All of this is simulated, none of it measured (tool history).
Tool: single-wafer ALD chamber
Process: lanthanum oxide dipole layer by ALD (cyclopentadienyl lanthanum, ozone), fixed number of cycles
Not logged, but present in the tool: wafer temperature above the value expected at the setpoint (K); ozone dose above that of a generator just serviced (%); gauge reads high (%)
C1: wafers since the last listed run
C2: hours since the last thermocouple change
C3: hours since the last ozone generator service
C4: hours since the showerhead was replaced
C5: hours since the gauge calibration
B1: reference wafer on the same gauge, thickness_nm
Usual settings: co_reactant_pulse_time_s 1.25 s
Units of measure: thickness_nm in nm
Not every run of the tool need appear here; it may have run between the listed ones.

Run 1, hour 0: usual settings but co_reactant_pulse_time_s 1.08 s; C1 0; C2 399.6; C3 25.1; C4 3749.5; C5 766.6; B1 0.597. Result: thickness_nm 0.527 nm.
Run 2, hour 84.9: usual settings but co_reactant_pulse_time_s 1.08 s; C1 944; C2 484.5; C3 110; C4 3834.4; C5 851.5; B1 0.597. Result: thickness_nm 0.53 nm.
Run 3, hour 172.2: usual settings but co_reactant_pulse_time_s 1.13 s; C1 971; C2 571.8; C3 197.3; C4 3921.7; C5 938.8; B1 0.597. Result: thickness_nm 0.535 nm.
Run 4, hour 271.7: usual settings but co_reactant_pulse_time_s 1.13 s; C1 1107; C2 671.3; C3 296.8; C4 4021.2; C5 1038.3; B1 0.596. Result: thickness_nm 0.534 nm.
Run 5, hour 378.5: usual settings but co_reactant_pulse_time_s 1.13 s; C1 1188; C2 778.1; C3 403.6; C4 4128; C5 1145.1; B1 0.596. Result: thickness_nm 0.531 nm.
Run 6, hour 436.2: usual settings; C1 642; C2 835.8; C3 461.3; C4 4185.7; C5 1202.8; B1 0.595. Result: thickness_nm 0.543 nm.
Run 7, hour 502.5: usual settings but co_reactant_pulse_time_s 1.5 s; C1 737; C2 902.1; C3 527.6; C4 4252; C5 1269.1; B1 0.595. Result: thickness_nm 0.563 nm.
Run 8, hour 601.5: usual settings but co_reactant_pulse_time_s 1.11 s; C1 1101; C2 1001.1; C3 626.6; C4 4351; C5 1368.1; B1 0.595. Result: thickness_nm 0.53 nm.
Run 9, hour 736.1: usual settings but co_reactant_pulse_time_s 1.11 s; C1 1497; C2 1135.7; C3 761.2; C4 4485.6; C5 1502.7; B1 0.595. Result: thickness_nm 0.527 nm.
Run 10, hour 807: usual settings but co_reactant_pulse_time_s 1.11 s; C1 788; C2 1206.6; C3 832.1; C4 4556.5; C5 1573.6; B1 0.595. Result: thickness_nm 0.529 nm.
At hour 855.9: thermocouple changed; heater temperature recalibrated.
Run 11, hour 868.9: usual settings but co_reactant_pulse_time_s 1.47 s; C1 599; C2 13; C3 894; C4 4618.4; C5 1635.5; B1 0.595. Result: thickness_nm 0.562 nm.
Run 12, hour 934.5: usual settings but co_reactant_pulse_time_s 1.47 s; C1 729; C2 78.6; C3 959.6; C4 4684; C5 1701.1; B1 0.595. Result: thickness_nm 0.561 nm.
Run 13, hour 1033.8: usual settings; C1 1104; C2 177.9; C3 1058.9; C4 4783.3; C5 1800.4; B1 0.594. Result: thickness_nm 0.546 nm.
Run 14, hour 1099.8: usual settings but co_reactant_pulse_time_s 1.45 s; C1 734; C2 243.9; C3 1124.9; C4 4849.3; C5 1866.4; B1 0.594. Result: thickness_nm 0.56 nm.
Run 15, hour 1144.6: usual settings but co_reactant_pulse_time_s 1.46 s; C1 498; C2 288.7; C3 1169.7; C4 4894.1; C5 1911.2; B1 0.594. Result: thickness_nm 0.56 nm.
Run 16, hour 1195.5: usual settings but co_reactant_pulse_time_s 1.49 s; C1 566; C2 339.6; C3 1220.6; C4 4945; C5 1962.1; B1 0.594. Result: thickness_nm 0.562 nm.
At hour 1259.6: gauge calibrated.
Run 17, hour 1275.9: usual settings but co_reactant_pulse_time_s 1.72 s; C1 894; C2 420; C3 1301; C4 5025.4; C5 16.3; B1 0.606. Result: thickness_nm 0.583 nm.
Run 18, hour 1374.7: usual settings but co_reactant_pulse_time_s 0.87 s; C1 1099; C2 518.8; C3 1399.8; C4 5124.2; C5 115.1; B1 0.604. Result: thickness_nm 0.499 nm.
Run 19, hour 1424.4: usual settings; C1 553; C2 568.5; C3 1449.5; C4 5173.9; C5 164.8; B1 0.603. Result: thickness_nm 0.553 nm.
Run 20, hour 1480.2: usual settings but co_reactant_pulse_time_s 1.42 s; C1 620; C2 624.3; C3 1505.3; C4 5229.7; C5 220.6; B1 0.602. Result: thickness_nm 0.563 nm.
At hour 1589.6: showerhead replaced.
At hour 1641.6: ozone generator serviced.
Run 21, hour 1731.3: usual settings but co_reactant_pulse_time_s 1.05 s; C1 2616; C2 875.4; C3 89.7; C4 141.7; C5 471.7; B1 0.599. Result: thickness_nm 0.523 nm.
Run 22, hour 1783.4: usual settings but co_reactant_pulse_time_s 0.94 s; C1 579; C2 927.5; C3 141.8; C4 193.8; C5 523.8; B1 0.598. Result: thickness_nm 0.509 nm.
Run 23, hour 1825.2: usual settings; C1 465; C2 969.3; C3 183.6; C4 235.6; C5 565.6; B1 0.598. Result: thickness_nm 0.547 nm.
Run 24, hour 1914.4: usual settings but co_reactant_pulse_time_s 0.86 s; C1 992; C2 1058.5; C3 272.8; C4 324.8; C5 654.8; B1 0.597. Result: thickness_nm 0.494 nm.
Run 25, hour 2014.6: usual settings but co_reactant_pulse_time_s 0.99 s; C1 1114; C2 1158.7; C3 373; C4 425; C5 755; B1 0.597. Result: thickness_nm 0.512 nm.
Run 26, hour 2051.4: usual settings but co_reactant_pulse_time_s 1.08 s; C1 409; C2 1195.5; C3 409.8; C4 461.8; C5 791.8; B1 0.597. Result: thickness_nm 0.526 nm.
Run 27, hour 2146.8: usual settings but co_reactant_pulse_time_s 1.61 s; C1 1061; C2 1290.9; C3 505.2; C4 557.2; C5 887.2; B1 0.595. Result: thickness_nm 0.568 nm.
At hour 2165.6: thermocouple changed; heater temperature recalibrated.
Run 28, hour 2207.9: usual settings but co_reactant_pulse_time_s 1.65 s; C1 590; C2 42.3; C3 566.3; C4 618.3; C5 948.3; B1 0.596. Result: thickness_nm 0.572 nm.
Run 29, hour 2249.9: usual settings but co_reactant_pulse_time_s 0.9 s; C1 467; C2 84.3; C3 608.3; C4 660.3; C5 990.3; B1 0.595. Result: thickness_nm 0.495 nm.
Run 30, hour 2311.3: usual settings but co_reactant_pulse_time_s 0.94 s; C1 683; C2 145.7; C3 669.7; C4 721.7; C5 1051.7; B1 0.595. Result: thickness_nm 0.506 nm.
Run 31, hour 2357.5: usual settings but co_reactant_pulse_time_s 0.76 s; C1 514; C2 191.9; C3 715.9; C4 767.9; C5 1097.9; B1 0.594. Result: thickness_nm 0.468 nm.
Run 32, hour 2430.5: usual settings; C1 812; C2 264.9; C3 788.9; C4 840.9; C5 1170.9; B1 0.594. Result: thickness_nm 0.543 nm.
Run 33, hour 2523.2: usual settings but co_reactant_pulse_time_s 1.46 s; C1 1031; C2 357.6; C3 881.6; C4 933.6; C5 1263.6; B1 0.594. Result: thickness_nm 0.561 nm.
Run 34, hour 2612.3: usual settings but co_reactant_pulse_time_s 1 s; C1 991; C2 446.7; C3 970.7; C4 1022.7; C5 1352.7; B1 0.594. Result: thickness_nm 0.515 nm.
Run 35, hour 2656.8: usual settings but co_reactant_pulse_time_s 1.58 s; C1 495; C2 491.2; C3 1015.2; C4 1067.2; C5 1397.2; B1 0.594. Result: thickness_nm 0.567 nm.

Each row is a separate what-if for the run after 35, all from the same tool condition, not one after another. Results?
Run A, hour 2657.2: usual settings; C1 4; C2 491.6; C3 1015.6; C4 1067.6; C5 1397.6; B1 ?. Result: thickness_nm ?.
Run B, hour 2657.2: usual settings but co_reactant_pulse_time_s 1.6 s; C1 4; C2 491.6; C3 1015.6; C4 1067.6; C5 1397.6; B1 ?. Result: thickness_nm ?.
Run C, hour 2657.2: usual settings but co_reactant_pulse_time_s 0.96 s; C1 4; C2 491.6; C3 1015.6; C4 1067.6; C5 1397.6; B1 ?. Result: thickness_nm ?.

run     B1  thickness_nm
  A  0.594         0.542
  B  0.594         0.566
  C  0.594         0.506
The same runs, with their run-to-run variation unchanged, on a tool lacking any hidden condition would have given:
run  thickness_nm
  A         0.552
  B         0.576
  C         0.515
